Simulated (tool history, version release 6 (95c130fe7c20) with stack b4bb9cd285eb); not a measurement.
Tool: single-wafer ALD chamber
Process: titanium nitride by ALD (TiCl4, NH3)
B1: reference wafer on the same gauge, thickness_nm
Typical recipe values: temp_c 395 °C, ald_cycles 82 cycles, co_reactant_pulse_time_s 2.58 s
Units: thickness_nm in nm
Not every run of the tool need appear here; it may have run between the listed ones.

{"run": 1, "day": 0.0, "temp_c": 395, "ald_cycles": 82, "co_reactant_pulse_time_s": 3.25, "B1": 2.177, "thickness_nm": 2.016}
{"run": 2, "day": 2.662, "temp_c": 395, "ald_cycles": 76, "co_reactant_pulse_time_s": 2.58, "B1": 2.178, "thickness_nm": 1.854}
{"run": 3, "day": 3.821, "temp_c": 395, "ald_cycles": 76, "co_reactant_pulse_time_s": 2.58, "B1": 2.178, "thickness_nm": 1.855}
{"run": 4, "day": 5.45, "temp_c": 395, "ald_cycles": 76, "co_reactant_pulse_time_s": 2.58, "B1": 2.177, "thickness_nm": 1.843}
{"run": 5, "day": 7.475, "temp_c": 395, "ald_cycles": 74, "co_reactant_pulse_time_s": 2.58, "B1": 2.176, "thickness_nm": 1.803}
{"run": 6, "day": 8.5, "temp_c": 395, "ald_cycles": 74, "co_reactant_pulse_time_s": 2.58, "B1": 2.176, "thickness_nm": 1.793}
{"run": 7, "day": 10.842, "temp_c": 395, "ald_cycles": 82, "co_reactant_pulse_time_s": 2.58, "B1": 2.176, "thickness_nm": 1.996}
{"run": 8, "day": 12.292, "temp_c": 395, "ald_cycles": 82, "co_reactant_pulse_time_s": 2.58, "B1": 2.175, "thickness_nm": 2.002}
{"run": 9, "day": 19.758, "temp_c": 405, "ald_cycles": 82, "co_reactant_pulse_time_s": 2.58, "B1": 2.171, "thickness_nm": 1.998}
{"run": 10, "day": 22.258, "temp_c": 386, "ald_cycles": 82, "co_reactant_pulse_time_s": 3.26, "B1": 2.17, "thickness_nm": 1.995}
{"run": 11, "day": 24.638, "temp_c": 386, "ald_cycles": 82, "co_reactant_pulse_time_s": 3.26, "B1": 2.167, "thickness_nm": 1.998}
{"run": 12, "day": 26.896, "temp_c": 395, "ald_cycles": 82, "co_reactant_pulse_time_s": 2.58, "B1": 2.167, "thickness_nm": 1.986}
{"run": 13, "day": 28.667, "temp_c": 395, "ald_cycles": 82, "co_reactant_pulse_time_s": 2.58, "B1": 2.166, "thickness_nm": 1.991}
{"day": 30.5, "done": "showerhead replaced"}
{"run": 14, "day": 31.238, "temp_c": 395, "ald_cycles": 82, "co_reactant_pulse_time_s": 2.58, "B1": 2.162, "thickness_nm": 1.99}
{"run": 15, "day": 33.746, "temp_c": 395, "ald_cycles": 71, "co_reactant_pulse_time_s": 2.58, "B1": 2.161, "thickness_nm": 1.716}
{"run": 16, "day": 35.521, "temp_c": 395, "ald_cycles": 71, "co_reactant_pulse_time_s": 2.58, "B1": 2.159, "thickness_nm": 1.718}
{"run": 17, "day": 36.958, "temp_c": 395, "ald_cycles": 71, "co_reactant_pulse_time_s": 2.58, "B1": 2.158, "thickness_nm": 1.714}
{"run": 18, "day": 39.671, "temp_c": 404, "ald_cycles": 82, "co_reactant_pulse_time_s": 2.58, "B1": 2.155, "thickness_nm": 1.984}
{"day": 39.808, "done": "gauge calibrated"}
{"run": 19, "day": 41.683, "temp_c": 404, "ald_cycles": 82, "co_reactant_pulse_time_s": 2.58, "B1": 2.181, "thickness_nm": 2.012}
{"run": 20, "day": 43.667, "temp_c": 395, "ald_cycles": 82, "co_reactant_pulse_time_s": 2.58, "B1": 2.18, "thickness_nm": 2.003}
{"run": 21, "day": 45.775, "temp_c": 395, "ald_cycles": 82, "co_reactant_pulse_time_s": 2.58, "B1": 2.179, "thickness_nm": 2.003}
{"run": 22, "day": 47.004, "temp_c": 395, "ald_cycles": 82, "co_reactant_pulse_time_s": 2.58, "B1": 2.179, "thickness_nm": 2.004}
{"run": 23, "day": 49.783, "temp_c": 395, "ald_cycles": 82, "co_reactant_pulse_time_s": 2.58, "B1": 2.179, "thickness_nm": 2.003}
{"run": 24, "day": 51.15, "temp_c": 395, "ald_cycles": 82, "co_reactant_pulse_time_s": 2.58, "B1": 2.178, "thickness_nm": 1.998}
{"run": 25, "day": 53.592, "temp_c": 402, "ald_cycles": 82, "co_reactant_pulse_time_s": 2.58, "B1": 2.177, "thickness_nm": 2.007}
{"day": 54.333, "done": "thermocouple changed; heater temperature recalibrated"}
{"run": 26, "day": 55.167, "temp_c": 386, "ald_cycles": 82, "co_reactant_pulse_time_s": 3.26, "B1": 2.176, "thickness_nm": 1.992}
{"run": 27, "day": 56.317, "temp_c": 399, "ald_cycles": 87, "co_reactant_pulse_time_s": 3.52, "B1": 2.175, "thickness_nm": 2.155}
{"run": 28, "day": 58.796, "temp_c": 395, "ald_cycles": 82, "co_reactant_pulse_time_s": 2.58, "B1": 2.176, "thickness_nm": 1.991}
{"run": 29, "day": 61.717, "temp_c": 395, "ald_cycles": 82, "co_reactant_pulse_time_s": 2.58, "B1": 2.175, "thickness_nm": 1.995}
{"run": 30, "day": 63.583, "temp_c": 386, "ald_cycles": 82, "co_reactant_pulse_time_s": 3.11, "B1": 2.174, "thickness_nm": 2.003}
{"run": 31, "day": 64.625, "temp_c": 384, "ald_cycles": 76, "co_reactant_pulse_time_s": 2.58, "B1": 2.173, "thickness_nm": 1.834}
{"run": 32, "day": 65.771, "temp_c": 399, "ald_cycles": 72, "co_reactant_pulse_time_s": 1.6, "B1": 2.172, "thickness_nm": 1.718}
{"run": 33, "day": 67.812, "temp_c": 404, "ald_cycles": 97, "co_reactant_pulse_time_s": 1.66, "B1": 2.172, "thickness_nm": 2.332}
{"run": 34, "day": 70.496, "temp_c": 403, "ald_cycles": 67, "co_reactant_pulse_time_s": 2.25, "B1": 2.17, "thickness_nm": 1.619}
{"run": 35, "day": 73.008, "temp_c": 395, "ald_cycles": 82, "co_reactant_pulse_time_s": 2.58, "B1": 2.169, "thickness_nm": 1.981}
{"run": 36, "day": 75.45, "temp_c": 403, "ald_cycles": 82, "co_reactant_pulse_time_s": 3.03, "B1": 2.165, "thickness_nm": 2.013}
{"run": 37, "day": 76.521, "temp_c": 387, "ald_cycles": 97, "co_reactant_pulse_time_s": 2.58, "B1": 2.165, "thickness_nm": 2.332}
{"run": 38, "day": 78.046, "temp_c": 383, "ald_cycles": 82, "co_reactant_pulse_time_s": 2.58, "B1": 2.163, "thickness_nm": 1.965}
{"run": 39, "day": 80.108, "temp_c": 385, "ald_cycles": 82, "co_reactant_pulse_time_s": 2.58, "B1": 2.162, "thickness_nm": 1.964}
{"run": 40, "day": 82.846, "temp_c": 395, "ald_cycles": 82, "co_reactant_pulse_time_s": 2.92, "B1": 2.159, "thickness_nm": 1.991}

A few steps of thickness_nm between consecutive runs. Split each: what settings, incoming material and random variation would produce without the hidden state, and what is left over for the hidden state, along with gauge scatter present in only one of the two compared results (measured, and without hidden state):
The tool's hidden condition here consists of: wafer temperature above the value expected at the setpoint (K); gauge reads high (%).
Run 17 -> 18: temp_c 395 -> 404, ald_cycles 71 -> 82. thickness_nm +0.270 nm: hidden state -0.006, all else +0.276.
Run 18 -> 19: gauge calibrated. thickness_nm +0.028 nm: hidden state +0.023, all else +0.005.
Run 32 -> 33: temp_c 399 -> 404, ald_cycles 72 -> 97, co_reactant_pulse_time_s 1.60 -> 1.66. thickness_nm +0.614 nm: hidden state -0.004, all else +0.618.
Run 33 -> 34: temp_c 404 -> 403, ald_cycles 97 -> 67, co_reactant_pulse_time_s 1.66 -> 2.25. thickness_nm -0.713 nm: hidden state +0.002, all else -0.715.
Run 37 -> 38: temp_c 387 -> 383, ald_cycles 97 -> 82. thickness_nm -0.367 nm: hidden state +0.001, all else -0.368.
